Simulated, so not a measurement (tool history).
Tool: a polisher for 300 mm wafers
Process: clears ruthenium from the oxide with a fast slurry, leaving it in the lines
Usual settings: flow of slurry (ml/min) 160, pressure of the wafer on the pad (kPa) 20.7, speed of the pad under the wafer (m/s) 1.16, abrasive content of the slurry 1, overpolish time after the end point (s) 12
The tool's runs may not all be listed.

run    hour  flow of slurry (ml/min)  pressure of the wafer on the pad (kPa)  speed of the pad under the wafer (m/s)  abrasive content of the slurry  overpolish time after the end point (s)  wafers since the last listed run  wafers polished on this pad  hours since the slurry nozzle was cleaned  hours since the head pressure was calibrated  hours since the slurry blender was calibrated  incoming thickness of the incoming film, nm  time until the end point was called (s)  dishing of a wide line in a test structure (Å)
  1       0                      160                                    20.7                                    1.16                               1                                       12                                 0                         3077                                        344                                         915.4                                          294.5                                        305.3                                     70.4                                             400
  2    66.9                      160                                    20.7                                    1.16                               1                                       12                               532                         3610                                      410.9                                         982.3                                          361.4                                        311.5                                     72.1                                             400
       95.4  -- worn pad replaced by a new one
  3   113.2                      160                                    20.7                                    1.16                               1                                       12                               336                          141                                      457.2                                        1028.6                                          407.7                                        313.9                                     72.3                                             392
      137.5  -- slurry blender recalibrated
  4   175.3                      200                                    20.7                                    1.16                               1                                       12                               478                          620                                      519.3                                        1090.7                                           37.8                                        307.5                                     59.3                                             445
  5   214.1                      160                                    20.7                                    1.16                               1                                       12                               308                          928                                      558.1                                        1129.5                                           76.6                                        308.1                                     64.4                                             435
  6   274.2                      160                                    20.7                                    1.16                               1                                       12                               478                         1407                                      618.2                                        1189.6                                          136.7                                        307.8                                     64.6                                             405
  7   340.8                      160                                    20.7                                    1.16                               1                                       12                               530                         1937                                      684.8                                        1256.2                                          203.3                                        311.1                                     65.9                                             410
  8   385.5                      160                                    20.7                                    1.16                               1                                       12                               355                         2292                                      729.5                                        1300.9                                            248                                        308.2                                     68.3                                             395
  9   433.7                      160                                    20.7                                    1.16                               1                                       12                               383                         2676                                      777.7                                        1349.1                                          296.2                                          310                                     69.1                                             384
 10   502.4                      160                                    20.7                                    1.16                               1                                       12                               546                         3223                                      846.4                                        1417.8                                          364.9                                        305.5                                     68.5                                             396
      541.1  -- head pressure recalibrated
      555.8  -- slurry blender recalibrated
 11   566.8                      160                                    20.7                                    1.16                               1                                       12                               480                         3703                                      910.8                                          25.7                                             11                                        311.3                                     59.7                                             443
      586.9  -- slurry nozzle cleaned
      588.3  -- worn pad replaced by a new one
 12   623.6                      160                                    20.7                                    1.36                               1                                       15                               432                          280                                       36.7                                          82.5                                           67.8                                        309.1                                     54.1                                             622
 13   690.1                      190                                    26.2                                    1.16                               1                                       12                               529                          810                                      103.2                                           149                                          134.3                                        311.3                                     50.9                                             524
 14   747.4                      160                                    20.7                                    1.42                               1                                       12                               455                         1266                                      160.5                                         206.3                                          191.6                                        308.5                                     55.1                                             486
 15   798.5                      145                                    20.7                                    0.86                               1                                       12                               406                         1672                                      211.6                                         257.4                                          242.7                                        311.5                                       95                                             294
 16   864.4                      160                                    20.7                                    1.16                               1                                       12                               524                         2197                                      277.5                                         323.3                                          308.6                                        305.1                                     68.7                                             393
 17   918.9                      160                                    15.9                                    1.26                               1                                       12                               433                         2630                                        332                                         377.8                                          363.1                                        307.6                                     84.7                                             332
 18   971.3                      160                                    20.7                                    1.16                               1                                       12                               416                         3047                                      384.4                                         430.2                                          415.5                                        310.3                                       72                                             392
     1041.8  -- worn pad replaced by a new one
 19  1042.3                      105                                    15.9                                     1.4                             0.8                                       12                               533                            4                                      455.4                                         501.2                                          486.5                                        316.2                                       99                                             295
       1045  -- slurry blender recalibrated
 20  1071.1                      160                                    20.7                                    1.16                               1                                       12                               213                          217                                      484.2                                           530                                           26.1                                        313.3                                     60.8                                             440
 21  1101.3                      160                                    20.7                                    1.16                               1                                       12                               240                          457                                      514.4                                         560.2                                           56.3                                        307.3                                     61.7                                             446
 22  1128.1                      190                                    20.7                                    1.16                               1                                       14                               213                          671                                      541.2                                           587                                           83.1                                        303.2                                     60.8                                             505
 23  1194.1                      160                                    16.5                                    1.16                               1                                       12                               525                         1196                                      607.2                                           653                                          149.1                                        307.8                                     83.1                                             348
 24  1367.7                      160                                    20.7                                    1.16                             0.9                                        9                              1381                         2577                                      780.8                                         826.6                                          322.7                                        304.8                                     73.9                                             297
     1442.4  -- slurry blender recalibrated
     1449.1  -- worn pad replaced by a new one
 25    1454                      110                                    25.5                                    1.16                               1                                       12                               639                           38                                      867.1                                         912.9                                           11.6                                        307.8                                     51.6                                             525
 26  1521.4                      185                                    20.7                                    1.38                               1                                       12                               536                          575                                      934.5                                         980.3                                             79                                        316.1                                     54.1                                             513
 27  1567.2                      205                                    20.7                                    1.16                               1                                        7                               364                          939                                      980.3                                        1026.1                                          124.8                                        306.4                                     62.7                                             257
     1570.3  -- slurry nozzle cleaned
 28  1608.5                      160                                    26.2                                    1.16                               1                                       12                               320                         1260                                       38.2                                        1067.4                                          166.1                                        307.7                                     53.7                                             502

Some steps in time until the end point was called (s) between neighbouring runs. How much of each would the tool show without its hidden state too (settings, what came in, random variation), and how much is left for the hidden state, with any gauge scatter that isn't in both results?
The hidden state here: removal rate lost through wear of the pad, %; slurry flow missing at the pad, %; deviation of the head's pressure from its setpoint, %; abrasive missing from the slurry, %.
Run 14 -> 15: flow of slurry (ml/min) 160 -> 145, speed of the pad under the wafer (m/s) 1.42 -> 0.86. time until the end point was called (s) +39.9: hidden state +6.3, all else +33.6.
Run 19 -> 20: flow of slurry (ml/min) 105 -> 160, pressure of the wafer on the pad (kPa) 15.9 -> 20.7, speed of the pad under the wafer (m/s) 1.4 -> 1.16, abrasive content of the slurry 0.8 -> 1, slurry blender recalibrated. time until the end point was called (s) -38.2: hidden state -16.9, all else -21.3.
Run 24 -> 25: flow of slurry (ml/min) 160 -> 110, pressure of the wafer on the pad (kPa) 20.7 -> 25.5, abrasive content of the slurry 0.9 -> 1, overpolish time after the end point (s) 9 -> 12, slurry blender recalibrated, worn pad replaced by a new one. time until the end point was called (s) -22.3: hidden state -9.8, all else -12.5.
